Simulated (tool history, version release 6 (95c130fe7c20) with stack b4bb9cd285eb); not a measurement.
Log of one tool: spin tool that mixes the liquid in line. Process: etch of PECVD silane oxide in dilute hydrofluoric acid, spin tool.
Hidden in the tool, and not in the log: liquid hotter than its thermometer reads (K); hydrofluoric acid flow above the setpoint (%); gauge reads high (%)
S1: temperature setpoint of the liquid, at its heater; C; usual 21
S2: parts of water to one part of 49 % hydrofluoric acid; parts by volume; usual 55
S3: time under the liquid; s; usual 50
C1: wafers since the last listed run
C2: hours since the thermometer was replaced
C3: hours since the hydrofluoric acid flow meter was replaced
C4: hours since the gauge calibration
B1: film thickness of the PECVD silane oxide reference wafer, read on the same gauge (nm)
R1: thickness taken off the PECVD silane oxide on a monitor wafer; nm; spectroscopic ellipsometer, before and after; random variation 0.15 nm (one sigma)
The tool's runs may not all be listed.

{"run": 1, "hour": 0.0, "S1": 21, "S2": 55, "S3": 65, "C1": 0, "C2": 330.2, "C3": 950.9, "C4": 153.2, "B1": 50, "R1": 50.37}
{"run": 2, "hour": 13.3, "S1": 21, "S2": 55, "S3": 65, "C1": 109, "C2": 343.5, "C3": 964.2, "C4": 166.5, "B1": 50.01, "R1": 50.56}
{"run": 3, "hour": 31.2, "S1": 21, "S2": 55, "S3": 65, "C1": 146, "C2": 361.4, "C3": 982.1, "C4": 184.4, "B1": 50.07, "R1": 50.65}
{"run": 4, "hour": 40.4, "S1": 21, "S2": 55, "S3": 50, "C1": 75, "C2": 370.6, "C3": 991.3, "C4": 193.6, "B1": 50.03, "R1": 39}
{"run": 5, "hour": 49.1, "S1": 21, "S2": 70, "S3": 50, "C1": 71, "C2": 379.3, "C3": 1000, "C4": 202.3, "B1": 49.98, "R1": 30.34}
{"run": 6, "hour": 58.3, "S1": 21, "S2": 70, "S3": 50, "C1": 75, "C2": 388.5, "C3": 1009.2, "C4": 211.5, "B1": 50, "R1": 30.37}
{"run": 7, "hour": 64.8, "S1": 21, "S2": 55, "S3": 50, "C1": 53, "C2": 395, "C3": 1015.7, "C4": 218, "B1": 50.02, "R1": 39.7}
{"run": 8, "hour": 78.2, "S1": 21, "S2": 55, "S3": 50, "C1": 109, "C2": 408.4, "C3": 1029.1, "C4": 231.4, "B1": 49.99, "R1": 39.82}
{"run": 9, "hour": 90.8, "S1": 21, "S2": 55, "S3": 50, "C1": 103, "C2": 421, "C3": 1041.7, "C4": 244, "B1": 49.96, "R1": 39.99}
{"run": 10, "hour": 98.5, "S1": 21, "S2": 55, "S3": 60, "C1": 63, "C2": 428.7, "C3": 1049.4, "C4": 251.7, "B1": 50.01, "R1": 47.65}
{"run": 11, "hour": 110.0, "S1": 21, "S2": 55, "S3": 60, "C1": 94, "C2": 440.2, "C3": 1060.9, "C4": 263.2, "B1": 50.05, "R1": 48.03}
{"run": 12, "hour": 116.1, "S1": 21, "S2": 55, "S3": 60, "C1": 50, "C2": 446.3, "C3": 1067, "C4": 269.3, "B1": 49.98, "R1": 48.17}
{"run": 13, "hour": 147.5, "S1": 22, "S2": 55, "S3": 50, "C1": 257, "C2": 477.7, "C3": 1098.4, "C4": 300.7, "B1": 49.97, "R1": 42.43}
{"run": 14, "hour": 160.6, "S1": 22, "S2": 55, "S3": 50, "C1": 107, "C2": 490.8, "C3": 1111.5, "C4": 313.8, "B1": 49.97, "R1": 42.14}
{"hour": 165.3, "done": "hydrofluoric acid flow meter replaced"}
{"hour": 189.8, "done": "thermometer replaced"}
{"run": 15, "hour": 200.2, "S1": 17, "S2": 55, "S3": 30, "C1": 308, "C2": 10.4, "C3": 34.9, "C4": 353.4, "B1": 50.01, "R1": 16.67}
{"run": 16, "hour": 211.0, "S1": 19, "S2": 80, "S3": 50, "C1": 88, "C2": 21.2, "C3": 45.7, "C4": 364.2, "B1": 50.01, "R1": 20.35}
{"run": 17, "hour": 226.0, "S1": 17.5, "S2": 55, "S3": 50, "C1": 122, "C2": 36.2, "C3": 60.7, "C4": 379.2, "B1": 49.99, "R1": 28.76}
{"run": 18, "hour": 232.5, "S1": 21, "S2": 55, "S3": 50, "C1": 53, "C2": 42.7, "C3": 67.2, "C4": 385.7, "B1": 49.96, "R1": 33.39}
{"run": 19, "hour": 239.9, "S1": 19, "S2": 65, "S3": 70, "C1": 60, "C2": 50.1, "C3": 74.6, "C4": 393.1, "B1": 50.01, "R1": 35.57}
{"run": 20, "hour": 253.3, "S1": 21, "S2": 55, "S3": 50, "C1": 109, "C2": 63.5, "C3": 88, "C4": 406.5, "B1": 50.02, "R1": 33.42}
{"run": 21, "hour": 262.1, "S1": 21, "S2": 55, "S3": 25, "C1": 72, "C2": 72.3, "C3": 96.8, "C4": 415.3, "B1": 50.03, "R1": 16.82}
{"run": 22, "hour": 279.5, "S1": 21, "S2": 45, "S3": 65, "C1": 142, "C2": 89.7, "C3": 114.2, "C4": 432.7, "B1": 49.98, "R1": 54}
{"run": 23, "hour": 289.7, "S1": 21, "S2": 70, "S3": 50, "C1": 83, "C2": 99.9, "C3": 124.4, "C4": 442.9, "B1": 50, "R1": 26.26}
{"hour": 294.4, "done": "gauge calibrated"}
{"run": 24, "hour": 298.6, "S1": 23, "S2": 25, "S3": 40, "C1": 72, "C2": 108.8, "C3": 133.3, "C4": 4.2, "B1": 50, "R1": 67.34}
{"run": 25, "hour": 317.4, "S1": 21, "S2": 70, "S3": 50, "C1": 154, "C2": 127.6, "C3": 152.1, "C4": 23, "B1": 49.96, "R1": 26.31}
{"run": 26, "hour": 352.9, "S1": 24, "S2": 55, "S3": 35, "C1": 290, "C2": 163.1, "C3": 187.6, "C4": 58.5, "B1": 49.97, "R1": 27.23}
{"run": 27, "hour": 360.2, "S1": 23, "S2": 65, "S3": 35, "C1": 59, "C2": 170.4, "C3": 194.9, "C4": 65.8, "B1": 49.94, "R1": 21.93}
{"run": 28, "hour": 376.6, "S1": 21, "S2": 55, "S3": 50, "C1": 134, "C2": 186.8, "C3": 211.3, "C4": 82.2, "B1": 49.98, "R1": 34.85}

3 ways to go on from here, each from the tool as it stands after run 28. What would each give?
{"run": "A", "hour": 377.0, "S1": 21, "S2": 35, "S3": 50, "C1": 3, "C2": 187.2, "C3": 211.7, "C4": 82.6, "B1": "?", "R1": "?"}
{"run": "B", "hour": 377.0, "S1": 17.5, "S2": 65, "S3": 20, "C1": 3, "C2": 187.2, "C3": 211.7, "C4": 82.6, "B1": "?", "R1": "?"}
{"run": "C", "hour": 377.0, "S1": 19.5, "S2": 70, "S3": 25, "C1": 3, "C2": 187.2, "C3": 211.7, "C4": 82.6, "B1": "?", "R1": "?"}

run=A B1=50.04 R1=56.14
run=B B1=50.04 R1=10.06
run=C B1=50.04 R1=12.64
Without the tool's hidden state the same runs would have given:
run=A R1=52.26
run=B R1=9.36
run=C R1=11.76

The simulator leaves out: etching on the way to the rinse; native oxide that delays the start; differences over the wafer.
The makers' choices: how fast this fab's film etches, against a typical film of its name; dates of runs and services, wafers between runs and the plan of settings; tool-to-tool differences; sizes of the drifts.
